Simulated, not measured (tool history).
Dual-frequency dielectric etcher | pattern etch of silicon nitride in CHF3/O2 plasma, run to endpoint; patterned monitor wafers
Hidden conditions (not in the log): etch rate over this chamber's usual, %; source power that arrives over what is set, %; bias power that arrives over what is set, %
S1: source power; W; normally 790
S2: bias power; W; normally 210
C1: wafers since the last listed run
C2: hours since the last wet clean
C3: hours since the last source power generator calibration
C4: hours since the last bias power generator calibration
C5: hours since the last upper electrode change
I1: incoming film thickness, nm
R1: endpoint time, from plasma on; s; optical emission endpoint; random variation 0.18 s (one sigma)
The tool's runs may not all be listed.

| run | day | S1 | S2 | C1 | C2 | C3 | C4 | C5 | I1 | R1 |
|---|---|---|---|---|---|---|---|---|---|---|
| 1 | 0 | 790 | 191 | 0 | 175.2 | 2309.2 | 2031 | 4238.5 | 77.5 | 45 |
| 2 | 0.588 | 790 | 210 | 137 | 189.3 | 2323.3 | 2045.1 | 4252.6 | 78.5 | 43.9 |
| 3 | 1.142 | 790 | 210 | 129 | 202.6 | 2336.6 | 2058.4 | 4265.9 | 77.8 | 43.5 |
| 4 | 1.733 | 790 | 210 | 138 | 216.8 | 2350.8 | 2072.6 | 4280.1 | 78.4 | 43.3 |
| 5 | 2.475 | 790 | 210 | 173 | 234.6 | 2368.6 | 2090.4 | 4297.9 | 78 | 43.7 |
| 6 | 2.983 | 790 | 210 | 118 | 246.8 | 2380.8 | 2102.6 | 4310.1 | 77.9 | 43.6 |
| 7 | 3.262 | 790 | 210 | 65 | 253.5 | 2387.5 | 2109.3 | 4316.8 | 78.3 | 43.7 |
| 8 | 3.983 | 790 | 210 | 168 | 270.8 | 2404.8 | 2126.6 | 4334.1 | 78.6 | 43.8 |
| 9 | 4.271 | 790 | 210 | 67 | 277.7 | 2411.7 | 2133.5 | 4341 | 77.7 | 43.6 |
| 10 | 4.554 | 790 | 178 | 66 | 284.5 | 2418.5 | 2140.3 | 4347.8 | 78.7 | 47.1 |
| 11 | 4.825 | 790 | 178 | 63 | 291 | 2425 | 2146.8 | 4354.3 | 77.8 | 46.5 |
|  | 5.842 | upper electrode replaced |
| 12 | 5.862 | 790 | 178 | 8 | 315.9 | 2449.9 | 2171.7 | 0.5 | 78.4 | 46.8 |
| 13 | 5.875 | 730 | 210 | 2 | 316.2 | 2450.2 | 2172 | 0.8 | 77.7 | 45.1 |
| 14 | 6.212 | 730 | 210 | 78 | 324.3 | 2458.3 | 2180.1 | 8.9 | 78.6 | 45 |
|  | 6.471 | bias power generator calibrated |
|  | 7.829 | wet clean of the chamber |
| 15 | 7.85 | 850 | 240 | 110 | 0.5 | 2497.6 | 33.1 | 48.2 | 77.3 | 39.7 |
| 16 | 8.012 | 790 | 210 | 37 | 4.4 | 2501.5 | 37 | 52.1 | 79.2 | 44.4 |
|  | 8.471 | source power generator calibrated |
| 17 | 8.658 | 790 | 210 | 111 | 19.9 | 4.5 | 52.5 | 67.6 | 78.6 | 44 |
| 18 | 9 | 990 | 210 | 79 | 28.1 | 12.7 | 60.7 | 75.8 | 78.4 | 39.7 |
| 19 | 9.35 | 980 | 167 | 81 | 36.5 | 21.1 | 69.1 | 84.2 | 77.5 | 43.6 |
| 20 | 9.621 | 630 | 258 | 63 | 43 | 27.6 | 75.6 | 90.7 | 79.1 | 44.1 |
| 21 | 10.196 | 790 | 210 | 134 | 56.8 | 41.4 | 89.4 | 104.5 | 78.3 | 43.9 |
| 22 | 10.55 | 790 | 210 | 82 | 65.3 | 49.9 | 97.9 | 113 | 78.1 | 43.7 |
| 23 | 11.071 | 870 | 226 | 121 | 77.8 | 62.4 | 110.4 | 125.5 | 79 | 41.2 |
| 24 | 11.425 | 790 | 249 | 82 | 86.3 | 70.9 | 118.9 | 134 | 78.9 | 41.2 |
| 25 | 11.7 | 790 | 210 | 64 | 92.9 | 77.5 | 125.5 | 140.6 | 77.8 | 43.5 |
| 26 | 13.462 | 700 | 210 | 411 | 135.2 | 119.8 | 167.8 | 182.9 | 78.6 | 46.1 |
| 27 | 13.942 | 790 | 194 | 111 | 146.7 | 131.3 | 179.3 | 194.4 | 78.6 | 45.2 |
| 28 | 14.3 | 850 | 161 | 83 | 155.3 | 139.9 | 187.9 | 203 | 76.7 | 46.5 |
| 29 | 14.983 | 940 | 175 | 159 | 171.7 | 156.3 | 204.3 | 219.4 | 78.9 | 44.5 |
| 30 | 15.612 | 790 | 210 | 146 | 186.8 | 171.4 | 219.4 | 234.5 | 78.8 | 44.1 |
| 31 | 16.054 | 950 | 232 | 103 | 197.4 | 182 | 230 | 245.1 | 78.2 | 39 |
| 32 | 16.567 | 990 | 164 | 119 | 209.7 | 194.3 | 242.3 | 257.4 | 78.7 | 44.9 |
| 33 | 16.829 | 900 | 189 | 61 | 216 | 200.6 | 248.6 | 263.7 | 78.8 | 43.4 |
| 34 | 18.388 | 600 | 173 | 364 | 253.4 | 238 | 286 | 301.1 | 77.9 | 53.3 |

4 options for the next run, each taken on its own from the tool as it stands now. Forecast them:
| A | 18.404 | 790 | 210 | 3 | 253.8 | 238.4 | 286.4 | 301.5 | 77.4 | ? |
| B | 18.404 | 710 | 186 | 3 | 253.8 | 238.4 | 286.4 | 301.5 | 77.4 | ? |
| C | 18.404 | 670 | 175 | 3 | 253.8 | 238.4 | 286.4 | 301.5 | 77.4 | ? |
| D | 18.404 | 980 | 210 | 3 | 253.8 | 238.4 | 286.4 | 301.5 | 77.4 | ? |

| run | R1 |
|---|---|
| A | 43.3 |
| B | 47.7 |
| C | 50.2 |
| D | 39.6 |
Had the tool no hidden state, the same runs would have come out as:
| run | R1 |
|---|---|
| A | 43.3 |
| B | 47.7 |
| C | 50.2 |
| D | 39.6 |

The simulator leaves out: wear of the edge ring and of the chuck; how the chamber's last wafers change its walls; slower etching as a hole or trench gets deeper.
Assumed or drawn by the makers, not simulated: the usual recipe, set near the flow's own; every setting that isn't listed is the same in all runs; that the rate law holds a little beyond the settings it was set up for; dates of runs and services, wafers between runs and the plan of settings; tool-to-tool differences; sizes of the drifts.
